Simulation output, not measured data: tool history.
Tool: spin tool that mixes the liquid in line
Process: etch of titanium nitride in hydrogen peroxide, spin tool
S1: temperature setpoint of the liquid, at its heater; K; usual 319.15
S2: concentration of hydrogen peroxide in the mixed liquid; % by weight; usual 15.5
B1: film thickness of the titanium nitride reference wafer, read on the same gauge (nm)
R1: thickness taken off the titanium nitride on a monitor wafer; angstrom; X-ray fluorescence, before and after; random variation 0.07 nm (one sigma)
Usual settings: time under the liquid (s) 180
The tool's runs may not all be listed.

run 1 hour=0.0 | S1=319.15 S2=15.5 time_under_the_liquid_(s)=180 | B1=138.27 | R1=74.1
run 2 hour=105.6 | S1=319.15 S2=15.5 time_under_the_liquid_(s)=180 | B1=137.92 | R1=74.2
run 3 hour=172.1 | S1=319.15 S2=15.5 time_under_the_liquid_(s)=180 | B1=137.70 | R1=73.7
-- hour=338.5 heated supply line repaired
run 4 hour=383.1 | S1=319.15 S2=15.5 time_under_the_liquid_(s)=180 | B1=136.89 | R1=73.6
run 5 hour=699.9 | S1=324.65 S2=12.5 time_under_the_liquid_(s)=180 | B1=135.85 | R1=103.8
-- hour=765.6 thermometer replaced
run 6 hour=787.1 | S1=313.65 S2=12.5 time_under_the_liquid_(s)=180 | B1=135.51 | R1=46.1
run 7 hour=846.4 | S1=309.15 S2=13.5 time_under_the_liquid_(s)=70 | B1=135.31 | R1=13.0
-- hour=865.0 peroxide flow meter replaced
run 8 hour=896.0 | S1=314.15 S2=12.0 time_under_the_liquid_(s)=120 | B1=135.14 | R1=31.4
run 9 hour=970.8 | S1=316.65 S2=15.5 time_under_the_liquid_(s)=135 | B1=134.89 | R1=44.8
run 10 hour=1043.5 | S1=319.15 S2=17.0 time_under_the_liquid_(s)=210 | B1=134.63 | R1=86.2
run 11 hour=1149.8 | S1=319.15 S2=15.5 time_under_the_liquid_(s)=180 | B1=134.26 | R1=71.8
run 12 hour=1239.9 | S1=319.15 S2=15.5 time_under_the_liquid_(s)=180 | B1=133.98 | R1=72.3
-- hour=1257.2 new drum of peroxide connected
-- hour=1323.7 heated supply line repaired
run 13 hour=1324.2 | S1=319.15 S2=15.5 time_under_the_liquid_(s)=180 | B1=133.63 | R1=72.0
run 14 hour=1368.5 | S1=311.15 S2=17.0 time_under_the_liquid_(s)=150 | B1=133.51 | R1=32.7
run 15 hour=1429.5 | S1=325.15 S2=15.5 time_under_the_liquid_(s)=140 | B1=133.34 | R1=86.9
-- hour=1434.0 gauge calibrated
run 16 hour=1479.3 | S1=312.15 S2=12.0 time_under_the_liquid_(s)=235 | B1=139.83 | R1=55.0
run 17 hour=1519.8 | S1=319.15 S2=19.5 time_under_the_liquid_(s)=180 | B1=139.68 | R1=80.0
run 18 hour=1556.0 | S1=319.15 S2=15.5 time_under_the_liquid_(s)=180 | B1=139.55 | R1=74.5
run 19 hour=1827.7 | S1=319.15 S2=12.0 time_under_the_liquid_(s)=180 | B1=138.63 | R1=70.7
run 20 hour=1922.4 | S1=326.65 S2=15.5 time_under_the_liquid_(s)=130 | B1=138.28 | R1=91.7
run 21 hour=2037.9 | S1=319.15 S2=15.5 time_under_the_liquid_(s)=85 | B1=137.90 | R1=34.8
-- hour=2046.6 thermometer replaced
run 22 hour=2141.3 | S1=319.15 S2=17.0 time_under_the_liquid_(s)=240 | B1=137.47 | R1=102.0
run 23 hour=2200.4 | S1=314.65 S2=18.0 time_under_the_liquid_(s)=180 | B1=137.29 | R1=55.1
-- hour=2260.2 new drum of peroxide connected
run 24 hour=2260.7 | S1=328.65 S2=15.5 time_under_the_liquid_(s)=265 | B1=137.15 | R1=213.9

What the log doesn't show, run by run:
liquid colder than its thermometer reads (K): 0 in every run
peroxide flow below the setpoint (%): 0 in every run
temperature lost on the way to the wafer (K): 0 in every run
peroxide weaker than its label (%): 0 in every run
H1: gauge reads high (%)
run=1 H1=-1.23
run=2 H1=-1.49
run=3 H1=-1.66
run=4 H1=-2.18
run=5 H1=-2.98
run=6 H1=-3.19
run=7 H1=-3.34
run=8 H1=-3.47
run=9 H1=-3.65
run=10 H1=-3.83
run=11 H1=-4.1
run=12 H1=-4.32
run=13 H1=-4.53
run=14 H1=-4.65
run=15 H1=-4.8
run=16 H1=-0.116
run=17 H1=-0.217
run=18 H1=-0.307
run=19 H1=-0.986
run=20 H1=-1.22
run=21 H1=-1.51
run=22 H1=-1.77
run=23 H1=-1.92
run=24 H1=-2.07

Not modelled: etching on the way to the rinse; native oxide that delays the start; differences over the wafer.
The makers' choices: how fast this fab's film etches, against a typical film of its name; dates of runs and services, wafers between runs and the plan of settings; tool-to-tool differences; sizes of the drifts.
